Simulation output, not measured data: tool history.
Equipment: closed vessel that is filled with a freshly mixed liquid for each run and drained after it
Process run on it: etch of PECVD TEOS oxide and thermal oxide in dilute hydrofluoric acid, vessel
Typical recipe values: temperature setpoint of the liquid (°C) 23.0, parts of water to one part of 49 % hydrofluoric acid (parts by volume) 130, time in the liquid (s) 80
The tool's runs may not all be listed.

run,hour,temperature setpoint of the liquid (°C),parts of water to one part of 49 % hydrofluoric acid (parts by volume),time in the liquid (s),wafers since the last listed run,hours since the thermometer was replaced,hours since the hydrofluoric acid flow meter was replaced,hours since the gauge calibration,"read-back film thickness of the PECVD TEOS oxide reference wafer, read on the same gauge (nm)","read-back film thickness of the thermal oxide reference wafer, read on the same gauge (nm)",thickness taken off the PECVD TEOS oxide on a monitor wafer (Å),thickness taken off the thermal oxide on a monitor wafer (Å)
1,0.0,23.0,130,80,0,1821.7,1511.4,170.6,40.02,110.003,122.1,34.23
2,71.7,23.0,130,80,8804,1893.4,1583.1,242.3,39.99,109.997,121.9,34.32
3,142.9,23.0,130,80,8743,1964.6,1654.3,313.5,40.00,110.007,122.8,34.48
4,186.4,23.0,130,115,5341,2008.1,1697.8,357.0,40.02,109.994,178.8,49.12
5,212.3,23.0,130,115,3180,2034.0,1723.7,382.9,40.01,110.029,178.9,48.72
# hour 252.7: thermometer replaced
6,259.2,23.0,130,80,5636,6.5,1770.6,429.8,40.00,110.012,123.8,34.72
# hour 274.9: hydrofluoric acid flow meter replaced
7,323.6,23.0,130,80,7785,70.9,48.7,494.2,39.99,110.027,113.2,30.71
8,381.3,23.0,130,80,7085,128.6,106.4,551.9,39.94,110.022,113.8,31.90
# hour 387.2: gauge calibrated
9,439.1,18.0,130,50,7097,186.4,164.2,51.9,40.02,109.984,57.8,15.96
10,494.1,23.0,130,115,6753,241.4,219.2,106.9,39.98,109.994,164.7,45.46
11,541.6,19.5,170,35,5832,288.9,266.7,154.4,40.04,110.021,32.2,8.88
12,645.1,23.0,130,80,12709,392.4,370.2,257.9,39.98,109.981,115.9,32.61
13,683.3,21.0,130,80,4690,430.6,408.4,296.1,39.99,109.959,106.9,30.10
14,740.0,19.5,130,80,6962,487.3,465.1,352.8,40.04,109.978,101.0,27.34

3 options for the next run, each taken on its own from the tool as it stands now. Forecast them:
A,740.7,23.0,130,80,85,488.0,465.8,353.5,?,?,?,?
B,740.7,21.0,75,120,85,488.0,465.8,353.5,?,?,?,?
C,740.7,21.5,95,80,85,488.0,465.8,353.5,?,?,?,?

run,"read-back film thickness of the PECVD TEOS oxide reference wafer, read on the same gauge (nm)","read-back film thickness of the thermal oxide reference wafer, read on the same gauge (nm)",thickness taken off the PECVD TEOS oxide on a monitor wafer (Å),thickness taken off the thermal oxide on a monitor wafer (Å)
A,39.97,110.004,115.8,32.24
B,39.97,110.004,295.3,82.25
C,39.97,110.004,155.1,43.20
Stripped of hidden state, with their random variation kept, the same runs would have yielded:
run,thickness taken off the PECVD TEOS oxide on a monitor wafer (Å),thickness taken off the thermal oxide on a monitor wafer (Å)
A,109.9,30.61
B,281.2,78.31
C,147.6,41.09
